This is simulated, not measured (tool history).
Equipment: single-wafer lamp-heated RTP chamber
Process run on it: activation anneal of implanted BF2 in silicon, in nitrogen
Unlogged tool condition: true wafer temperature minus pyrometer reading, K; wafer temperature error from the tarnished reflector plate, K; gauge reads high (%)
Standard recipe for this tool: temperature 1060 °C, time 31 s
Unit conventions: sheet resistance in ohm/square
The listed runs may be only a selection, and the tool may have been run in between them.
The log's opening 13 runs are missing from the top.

run    hour  temperature  time  wafers since the last listed run  wafers since the last pyrometer calibration  wafers since the reflector plate was cleaned  hours since the gauge calibration  read-back reference wafer on the same gauge, sheet resistance  sheet resistance
      936.1  -- reflector plate cleaned
 14  1004.8         1071    40                              1492                                         1805                                          1162                             2233.2                                                         145.81            112.67
 15  1044.9         1040    14                               678                                         2484                                          1840                             2273.3                                                         146.09            151.51
 16  1105.4         1082    43                              1023                                         3508                                          2864                             2333.8                                                         145.95            108.13
 17  1188.6         1039    20                              1407                                         4915                                          4272                               2417                                                         146.02            143.24
 18  1226.5         1060    31                               641                                         5557                                          4913                             2454.9                                                         145.94            120.81
 19  1329.3         1072    31                              1739                                         7296                                          6653                             2557.7                                                         145.93            113.72
 20  1395.1         1082    17                              1113                                         8409                                          7766                             2623.5                                                         146.16            118.19
 21  1452.9         1038    40                               978                                         9387                                          8744                             2681.3                                                         145.97            128.68
     1576.1  -- pyrometer window cleaned and pyrometer calibrated
       1627  -- reflector plate cleaned
 22    1698         1060    31                              3876                                         1927                                          1202                             2926.4                                                            146            122.61
 23    1776         1088    31                              1319                                         3247                                          2521                             3004.4                                                         145.98            108.12
 24  1853.5         1070    37                              1311                                         4558                                          3833                             3081.9                                                         146.06            111.85
     1874.8  -- gauge calibrated
 25  1905.4         1046    21                               878                                         5436                                          4711                               30.6                                                         145.89            137.39
 26  1959.1         1060    44                               908                                         6345                                          5620                               84.3                                                            146            114.93
 27    2046         1085    46                              1470                                         7816                                          7090                              171.2                                                         145.99            105.82
 28  2114.1         1086    44                              1152                                         8968                                          8242                              239.3                                                         146.02             105.4
       2309  -- reflector plate cleaned
       2414  -- pyrometer window cleaned and pyrometer calibrated
 29  2434.7         1060    31                              5154                                          349                                          1990                              559.9                                                         146.08            123.37
 30  2487.4         1071    22                               891                                         1241                                          2882                              612.6                                                         146.02            120.98
 31  2540.7         1060    31                               901                                         2143                                          3784                              665.9                                                         146.01            121.61
 32    2577         1060    31                               614                                         2757                                          4398                              702.2                                                         145.99            121.84
 33    2670         1060    31                              1573                                         4330                                          5972                              795.2                                                         145.95            121.55
 34  2764.6         1082    38                              1600                                         5931                                          7573                              889.8                                                         146.09            107.34
 35  2836.7         1044    48                              1219                                         7151                                          8793                              961.9                                                         145.88            121.92

Branching from run 35: 5 alternative next runs. What would each branch give?
  A  2837.1         1060    31                                 6                                         7158                                          8799                              962.3                                                              ?                 ?
  B  2837.1         1042    24                                 6                                         7158                                          8799                              962.3                                                              ?                 ?
  C  2837.1         1084    41                                 6                                         7158                                          8799                              962.3                                                              ?                 ?
  D  2837.1         1039    47                                 6                                         7158                                          8799                              962.3                                                              ?                 ?
  E  2837.1         1078    31                                 6                                         7158                                          8799                              962.3                                                              ?                 ?

run  read-back reference wafer on the same gauge, sheet resistance  sheet resistance
  A                                                         145.94            120.81
  B                                                         145.94            137.14
  C                                                         145.94            106.95
  D                                                         145.94             125.9
  E                                                         145.94            111.31
Take away the tool's hidden state, keep each run's random variation, and the runs would have read:
run  sheet resistance
  A             123.9
  B            140.34
  C            108.13
  D            128.76
  E            113.41

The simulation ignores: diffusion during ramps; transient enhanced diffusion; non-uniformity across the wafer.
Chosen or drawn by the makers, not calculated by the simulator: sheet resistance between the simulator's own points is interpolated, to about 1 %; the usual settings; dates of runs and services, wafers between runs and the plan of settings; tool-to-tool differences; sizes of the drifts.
